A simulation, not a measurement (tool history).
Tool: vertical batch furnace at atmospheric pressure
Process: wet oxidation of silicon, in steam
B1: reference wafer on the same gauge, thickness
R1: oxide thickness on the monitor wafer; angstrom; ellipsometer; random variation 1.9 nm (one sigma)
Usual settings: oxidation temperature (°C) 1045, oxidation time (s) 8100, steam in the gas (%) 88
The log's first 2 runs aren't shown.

Run 3, hour 56.5: usual settings; B1 746.25. Result: R1 9208.2 angstrom.
Run 4, hour 73.4: usual settings; B1 745.65. Result: R1 9197.4 angstrom.
Run 5, hour 121.8: usual settings; B1 746.01. Result: R1 9182.8 angstrom.
Run 6, hour 143.5: usual settings; B1 746.20. Result: R1 9189.6 angstrom.
Run 7, hour 168.0: usual settings but oxidation temperature (°C) 1056; B1 746.41. Result: R1 9674.9 angstrom.
Run 8, hour 192.0: usual settings but oxidation temperature (°C) 1056; B1 745.94. Result: R1 9680.9 angstrom.
Run 9, hour 204.6: usual settings but oxidation temperature (°C) 1056; B1 746.02. Result: R1 9668.4 angstrom.
Run 10, hour 224.1: usual settings but oxidation time (s) 10380; B1 746.38. Result: R1 10617.6 angstrom.
At hour 279.3: steam generator serviced.
Run 11, hour 279.8: usual settings but oxidation time (s) 10380; B1 746.26. Result: R1 10602.3 angstrom.
Run 12, hour 286.1: usual settings but oxidation time (s) 10380; B1 745.90. Result: R1 10609.7 angstrom.
Run 13, hour 304.7: usual settings but oxidation temperature (°C) 1033; B1 746.03. Result: R1 8701.5 angstrom.
Run 14, hour 327.0: usual settings but oxidation temperature (°C) 1033; B1 746.12. Result: R1 8734.9 angstrom.
At hour 337.0: gauge calibrated.
Run 15, hour 345.9: usual settings but oxidation temperature (°C) 1033; B1 746.06. Result: R1 8706.1 angstrom.
Run 16, hour 371.3: usual settings; B1 745.85. Result: R1 9181.4 angstrom.
Run 17, hour 406.9: usual settings; B1 746.28. Result: R1 9171.1 angstrom.
Run 18, hour 441.1: usual settings but oxidation time (s) 9540, steam in the gas (%) 83; B1 745.95. Result: R1 9820.6 angstrom.
Run 19, hour 467.5: usual settings; B1 746.32. Result: R1 9222.4 angstrom.
Run 20, hour 499.8: usual settings but oxidation temperature (°C) 1063, oxidation time (s) 5520, steam in the gas (%) 93; B1 745.87. Result: R1 8250.4 angstrom.
Run 21, hour 535.2: usual settings but steam in the gas (%) 82; B1 746.17. Result: R1 8812.0 angstrom.
Run 22, hour 562.7: usual settings but oxidation temperature (°C) 1039, oxidation time (s) 5640, steam in the gas (%) 84; B1 746.41. Result: R1 7010.8 angstrom.
Run 23, hour 597.9: usual settings but steam in the gas (%) 97; B1 746.04. Result: R1 9742.5 angstrom.

Forecast run 24:
Run 24, hour 629.2: usual settings but oxidation temperature (°C) 1065; B1 ?. Result: R1 ?.

B1: 746.01
R1: 10007.7 angstrom
Without the tool's hidden state the same run would have given R1 10007.7 angstrom.
